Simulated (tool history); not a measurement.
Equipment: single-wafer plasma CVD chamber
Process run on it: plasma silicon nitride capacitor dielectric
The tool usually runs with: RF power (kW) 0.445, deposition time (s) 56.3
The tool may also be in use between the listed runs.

run    hour  RF power (kW)  deposition time (s)  read-back reference wafer on the same gauge, thickness_nm  mean film thickness on the monitor wafer (angstrom)
  1     0.0          0.445                 56.3                                                     95.757                                               830.27
  2    26.8          0.445                 56.3                                                     95.696                                               826.92
  3    56.6          0.445                 56.3                                                     95.727                                               828.60
  4   111.3          0.420                 61.7                                                     95.751                                               883.22
  5   160.0          0.420                 61.7                                                     95.696                                               882.66
  6   220.5          0.420                 61.7                                                     95.604                                               883.85
  7   287.5          0.410                 60.7                                                     95.677                                               859.40
  8   313.0          0.410                 60.7                                                     95.746                                               860.78
  9   352.2          0.445                 56.3                                                     95.665                                               827.74
 10   400.6          0.445                 56.3                                                     95.656                                               829.23
 11   445.4          0.505                 60.8                                                     95.732                                               940.97
 12   486.0          0.445                 56.3                                                     95.660                                               827.17
 13   541.9          0.445                 56.3                                                     95.722                                               824.28
 14   611.1          0.445                 56.3                                                     95.728                                               825.64
 15   666.5          0.445                 56.3                                                     95.699                                               827.98
 16   692.4          0.445                 56.3                                                     95.744                                               829.64
      727.6  -- gauge calibrated
 17   739.5          0.445                 56.3                                                     95.762                                               829.46
      805.6  -- RF generator calibrated
 18   810.0          0.380                 56.3                                                     95.759                                               772.20
 19   854.9          0.380                 56.3                                                     95.745                                               769.22
 20   913.0          0.445                 56.3                                                     95.734                                               831.68
 21   958.0          0.445                 56.3                                                     95.651                                               830.29
 22   999.7          0.445                 56.3                                                     95.743                                               823.79
 23  1057.8          0.445                 56.3                                                     95.754                                               827.92
 24  1092.0          0.505                 56.3                                                     95.757                                               869.81
 25  1127.4          0.445                 56.3                                                     95.746                                               829.60
 26  1194.8          0.445                 48.3                                                     95.681                                               708.92
 27  1259.8          0.365                 56.3                                                     95.738                                               753.93
 28  1295.0          0.445                 59.5                                                     95.678                                               870.29
 29  1343.0          0.505                 53.4                                                     95.708                                               824.36
 30  1369.4          0.510                 65.3                                                     95.671                                              1014.94
 31  1426.2          0.495                 59.1                                                     95.718                                               907.85
 32  1452.4          0.505                 66.5                                                     95.724                                              1028.86
 33  1512.0          0.405                 61.6                                                     95.652                                               867.29
     1562.5  -- showerhead replaced
 34  1563.0          0.445                 56.3                                                     95.813                                               828.81
     1670.8  -- RF generator calibrated
 35  1764.1          0.445                 56.3                                                     95.675                                               825.85
 36  1812.9          0.360                 62.4                                                     95.732                                               831.84
 37  1853.0          0.445                 48.9                                                     95.754                                               719.81
 38  1909.5          0.510                 63.8                                                     95.733                                               986.89
 39  1946.9          0.395                 47.6                                                     95.675                                               664.08
 40  2009.7          0.400                 62.3                                                     95.678                                               873.96
 41  2049.5          0.520                 56.3                                                     95.669                                               881.63
 42  2107.7          0.355                 61.8                                                     95.616                                               823.37
 43  2137.0          0.395                 64.5                                                     95.668                                               900.34
     2172.0  -- gauge calibrated
 44  2198.6          0.530                 61.2                                                     95.735                                               963.63
 45  2259.3          0.445                 56.3                                                     95.690                                               826.45

Branching from run 45: 3 alternative next runs. What would each branch give?
  A  2259.7          0.445                 56.3                                                          ?                                                    ?
  B  2259.7          0.385                 56.3                                                          ?                                                    ?
  C  2259.7          0.530                 60.9                                                          ?                                                    ?

run  read-back reference wafer on the same gauge, thickness_nm  mean film thickness on the monitor wafer (angstrom)
  A                                                     95.794                                               823.64
  B                                                     95.794                                               772.65
  C                                                     95.794                                               957.59
Without the tool's unlogged condition, the same runs would have read:
run  mean film thickness on the monitor wafer (angstrom)
  A                                               823.64
  B                                               772.65
  C                                               957.59

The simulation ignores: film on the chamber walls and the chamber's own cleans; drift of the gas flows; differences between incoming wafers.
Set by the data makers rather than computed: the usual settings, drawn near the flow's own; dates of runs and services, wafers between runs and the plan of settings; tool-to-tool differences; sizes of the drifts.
